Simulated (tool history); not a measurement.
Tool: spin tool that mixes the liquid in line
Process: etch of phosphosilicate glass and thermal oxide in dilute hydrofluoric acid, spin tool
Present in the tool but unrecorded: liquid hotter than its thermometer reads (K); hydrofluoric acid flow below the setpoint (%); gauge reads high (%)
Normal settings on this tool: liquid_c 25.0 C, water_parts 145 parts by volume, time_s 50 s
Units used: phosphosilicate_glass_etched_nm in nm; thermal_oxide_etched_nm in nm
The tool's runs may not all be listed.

run	hour	liquid_c	water_parts	time_s	wafers since the last listed run	hours since the thermometer was replaced	hours since the hydrofluoric acid flow meter was replaced	hours since the gauge calibration	read-back film thickness of the phosphosilicate glass reference wafer, read on the same gauge (nm)	read-back film thickness of the thermal oxide reference wafer, read on the same gauge (nm)	phosphosilicate_glass_etched_nm	thermal_oxide_etched_nm
1	0.0	25.0	145	50	0	2154.7	193.0	695.0	114.91	114.905	49.64	1.608
2	53.5	23.5	145	50	898	2208.2	246.5	748.5	115.03	114.991	46.45	1.481
3	128.9	23.5	145	50	1266	2283.6	321.9	823.9	115.18	115.177	46.35	1.493
4	233.8	25.0	145	50	1762	2388.5	426.8	928.8	115.38	115.436	49.96	1.598
5	276.3	25.0	145	50	713	2431.0	469.3	971.3	115.43	115.415	49.49	1.534
6	344.9	25.0	190	50	1152	2499.6	537.9	1039.9	115.54	115.537	35.46	1.146
7	396.0	25.0	190	50	858	2550.7	589.0	1091.0	115.58	115.607	36.16	1.159
8	436.3	25.0	145	50	676	2591.0	629.3	1131.3	115.65	115.666	49.75	1.594
9	512.9	25.0	115	50	1286	2667.6	705.9	1207.9	115.69	115.679	64.75	2.093
10	551.0	22.5	205	40	640	2705.7	744.0	1246.0	115.72	115.679	24.01	0.759
# hour 584.9: gauge calibrated
11	627.6	26.5	185	75	1286	2782.3	820.6	42.7	111.31	111.291	56.03	1.857
12	683.6	21.0	145	35	940	2838.3	876.6	98.7	111.88	111.878	28.75	0.926
# hour 691.9: hydrofluoric acid flow meter replaced
# hour 744.8: thermometer replaced
13	761.9	23.5	145	50	1281	17.1	70.0	177.0	112.58	112.562	44.87	1.476
14	815.8	22.5	120	70	905	71.0	123.9	230.9	112.99	112.957	75.89	2.390
15	897.1	20.5	165	30	1365	152.3	205.2	312.2	113.52	113.489	21.04	0.688
16	935.4	25.0	145	50	643	190.6	243.5	350.5	113.74	113.729	48.94	1.612
17	1007.7	27.5	175	50	1214	262.9	315.8	422.8	114.13	114.070	42.44	1.311
18	1082.5	22.5	145	75	1256	337.7	390.6	497.6	114.45	114.404	66.73	2.144
19	1151.0	25.0	205	40	1150	406.2	459.1	566.1	114.69	114.706	26.03	0.857

Each row is a separate what-if for the run after 19, all from the same tool condition, not one after another. Results?
A	1151.4	25.0	145	50	6	406.6	459.5	566.5	?	?	?	?
B	1151.4	20.5	205	70	6	406.6	459.5	566.5	?	?	?	?
C	1151.4	22.0	115	70	6	406.6	459.5	566.5	?	?	?	?
D	1151.4	28.5	145	50	6	406.6	459.5	566.5	?	?	?	?
E	1151.4	30.0	110	20	6	406.6	459.5	566.5	?	?	?	?

run	read-back film thickness of the phosphosilicate glass reference wafer, read on the same gauge (nm)	read-back film thickness of the thermal oxide reference wafer, read on the same gauge (nm)	phosphosilicate_glass_etched_nm	thermal_oxide_etched_nm
A	114.69	114.708	48.95	1.521
B	114.69	114.708	38.27	1.189
C	114.69	114.708	79.60	2.473
D	114.69	114.708	55.77	1.733
E	114.69	114.708	32.57	1.012
Stripped of hidden state, with their random variation kept, the same runs would have yielded:
run	phosphosilicate_glass_etched_nm	thermal_oxide_etched_nm
A	46.94	1.459
B	36.71	1.141
C	76.34	2.372
D	53.49	1.662
E	31.23	0.971
